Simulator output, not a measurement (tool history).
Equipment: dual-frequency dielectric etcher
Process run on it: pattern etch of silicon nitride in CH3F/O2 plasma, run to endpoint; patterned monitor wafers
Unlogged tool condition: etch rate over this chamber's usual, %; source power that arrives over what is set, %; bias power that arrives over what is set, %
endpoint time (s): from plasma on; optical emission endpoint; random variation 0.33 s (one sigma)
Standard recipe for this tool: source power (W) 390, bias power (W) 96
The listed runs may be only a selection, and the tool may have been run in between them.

run	hour	source power (W)	bias power (W)	wafers since the last listed run	hours since the last wet clean	hours since the last source power generator calibration	hours since the last bias power generator calibration	hours since the last upper electrode change	incoming incoming film thickness, nm	endpoint time (s)
1	0.0	340	96	0	511.5	1627.6	3466.1	3919.6	91.8	89.2
2	75.9	390	96	563	587.4	1703.5	3542.0	3995.5	92.9	83.0
3	118.3	390	96	314	629.8	1745.9	3584.4	4037.9	92.5	82.6
# hour 168.0: bias power generator calibrated
4	187.5	390	96	483	699.0	1815.1	19.5	4107.1	92.7	82.8
# hour 214.5: wet clean of the chamber
5	235.4	390	96	177	20.9	1863.0	67.4	4155.0	91.5	81.2
6	291.8	390	96	418	77.3	1919.4	123.8	4211.4	91.5	81.3
7	382.3	390	96	671	167.8	2009.9	214.3	4301.9	92.2	82.5
8	419.0	390	96	272	204.5	2046.6	251.0	4338.6	90.9	81.2
9	483.5	390	96	478	269.0	2111.1	315.5	4403.1	91.9	81.6
10	571.5	330	96	652	357.0	2199.1	403.5	4491.1	90.9	89.7
11	611.2	390	96	294	396.7	2238.8	443.2	4530.8	91.5	81.1
12	648.4	480	96	275	433.9	2276.0	480.4	4568.0	92.2	73.2
13	717.1	490	110	509	502.6	2344.7	549.1	4636.7	92.2	69.9
# hour 760.1: wet clean of the chamber
# hour 768.4: upper electrode replaced
14	788.6	310	103	290	28.5	2416.2	620.6	20.2	92.1	93.0
15	858.0	390	96	514	97.9	2485.6	690.0	89.6	91.5	81.8
16	943.0	330	114	630	182.9	2570.6	775.0	174.6	93.0	88.6
17	993.7	390	96	376	233.6	2621.3	825.7	225.3	91.0	81.2
18	1099.0	420	96	781	338.9	2726.6	931.0	330.6	91.7	78.2
19	1152.7	340	78	398	392.6	2780.3	984.7	384.3	91.6	92.3
# hour 1176.8: source power generator calibrated
20	1201.0	390	96	328	440.9	24.2	1033.0	432.6	92.8	81.0
# hour 1303.5: wet clean of the chamber
21	1304.0	360	79	586	0.5	127.2	1136.0	535.6	92.1	88.1
22	1460.4	390	96	1160	156.9	283.6	1292.4	692.0	92.1	80.6
23	1543.1	390	96	613	239.6	366.3	1375.1	774.7	93.3	80.8
24	1591.0	390	96	355	287.5	414.2	1423.0	822.6	92.5	80.8
25	1683.0	340	89	682	379.5	506.2	1515.0	914.6	91.5	88.4
26	1753.6	390	107	523	450.1	576.8	1585.6	985.2	91.9	78.5
27	1815.9	350	77	462	512.4	639.1	1647.9	1047.5	91.7	88.7
# hour 1831.7: source power generator calibrated, repeated, since the last time left the tool worse
28	1854.6	350	83	257	551.1	22.9	1686.6	1086.2	91.3	90.9
# hour 1896.1: wet clean of the chamber
29	1930.7	450	114	386	34.6	99.0	1762.7	1162.3	92.6	74.5
30	1974.8	390	85	327	78.7	143.1	1806.8	1206.4	92.1	85.0
31	2026.7	460	115	384	130.6	195.0	1858.7	1258.3	92.4	73.1
32	2082.8	320	118	416	186.7	251.1	1914.8	1314.4	92.3	90.1
33	2181.7	290	89	733	285.6	350.0	2013.7	1413.3	91.7	101.9
34	2229.3	300	96	353	333.2	397.6	2061.3	1460.9	92.4	98.7

What if the next run were any one of these 5? Each begins from the tool's condition after run 34:
A	2229.8	290	96	3	333.7	398.1	2061.8	1461.4	91.6	?
B	2229.8	330	88	3	333.7	398.1	2061.8	1461.4	91.6	?
C	2229.8	320	81	3	333.7	398.1	2061.8	1461.4	91.6	?
D	2229.8	460	96	3	333.7	398.1	2061.8	1461.4	91.6	?
E	2229.8	430	113	3	333.7	398.1	2061.8	1461.4	91.6	?

run	endpoint time (s)
A	100.5
B	93.5
C	97.1
D	75.4
E	75.5
Take away the tool's hidden state, keep each run's random variation, and the runs would have read:
run	endpoint time (s)
A	100.7
B	93.8
C	97.4
D	75.6
E	75.7
